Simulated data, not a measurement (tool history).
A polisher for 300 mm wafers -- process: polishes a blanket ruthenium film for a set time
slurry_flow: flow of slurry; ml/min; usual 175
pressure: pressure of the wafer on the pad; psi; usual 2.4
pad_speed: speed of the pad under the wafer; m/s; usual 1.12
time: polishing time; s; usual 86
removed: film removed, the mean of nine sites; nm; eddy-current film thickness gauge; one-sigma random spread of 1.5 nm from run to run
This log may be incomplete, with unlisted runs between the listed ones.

run   hour  slurry_flow  pressure  pad_speed  time  wafers since the last listed run  wafers polished on this pad  hours since the slurry nozzle was cleaned  hours since the head pressure was calibrated  incoming thickness of the incoming film, nm  removed
  1      0          175       2.4       1.12    86                                 0                          398                                       74.8                                         494.8                                        499.1    117.4
  2   31.1          175       2.4       1.12    86                               257                          656                                      105.9                                         525.9                                        503.3    117.3
  3   64.6          175       1.9       1.12    86                               277                          934                                      139.4                                         559.4                                        497.5     88.7
  4   97.2          175         2       0.84    86                               270                         1205                                        172                                           592                                        505.5       79
     106.7  -- worn pad replaced by a new one, of another model than before
  5  121.7          175         2       0.84    86                               170                          124                                      196.5                                         616.5                                        498.1     97.1
  6  144.1          175       2.4       1.12    86                               185                          310                                      218.9                                         638.9                                        498.3    119.6
  7  163.1          175       2.4       1.12    86                               157                          468                                      237.9                                         657.9                                        497.7      121
  8  195.7          175       2.4       1.12    86                               270                          738                                      270.5                                         690.5                                        507.6    117.1
  9  208.7          230         3       1.12    86                               107                          846                                      283.5                                         703.5                                        495.1    141.4
 10  229.5          230       2.4       1.12    86                               172                         1018                                      304.3                                         724.3                                          501    119.4
     235.9  -- head pressure recalibrated
       253  -- worn pad replaced by a new one
 11  264.9          120         3       1.12    96                               243                           98                                      339.7                                            29                                        501.8    128.2
     267.9  -- slurry nozzle cleaned
 12  291.5          175       2.4       1.12    86                               212                          311                                       23.6                                          55.6                                        505.6      122
 13  324.2          210       1.9       1.12    96                               271                          582                                       56.3                                          88.3                                        503.4    112.9
 14  407.7          190       1.7       1.12    86                               692                         1275                                      139.8                                         171.8                                        495.2     85.7
 15  424.2          215       2.6       0.82   102                               136                         1411                                      156.3                                         188.3                                        500.5    124.6

Measured minus without-hidden-state, run by run (identical run-to-run variation in each term; gauge scatter may differ):
The hidden state here: removal rate lost through wear of the pad, %; slurry flow missing at the pad, %; deviation of the head's pressure from its setpoint, %.
run  removed
  1     -5.6
  2     -8.8
  3     -9.3
  4    -10.8
  5     -1.8
  6     -4.4
  7     -6.4
  8     -9.4
  9    -13.1
 10    -13.3
 11     -3.3
 12     -5.9
 13     -8.5
 14    -13.3
 15    -21.4

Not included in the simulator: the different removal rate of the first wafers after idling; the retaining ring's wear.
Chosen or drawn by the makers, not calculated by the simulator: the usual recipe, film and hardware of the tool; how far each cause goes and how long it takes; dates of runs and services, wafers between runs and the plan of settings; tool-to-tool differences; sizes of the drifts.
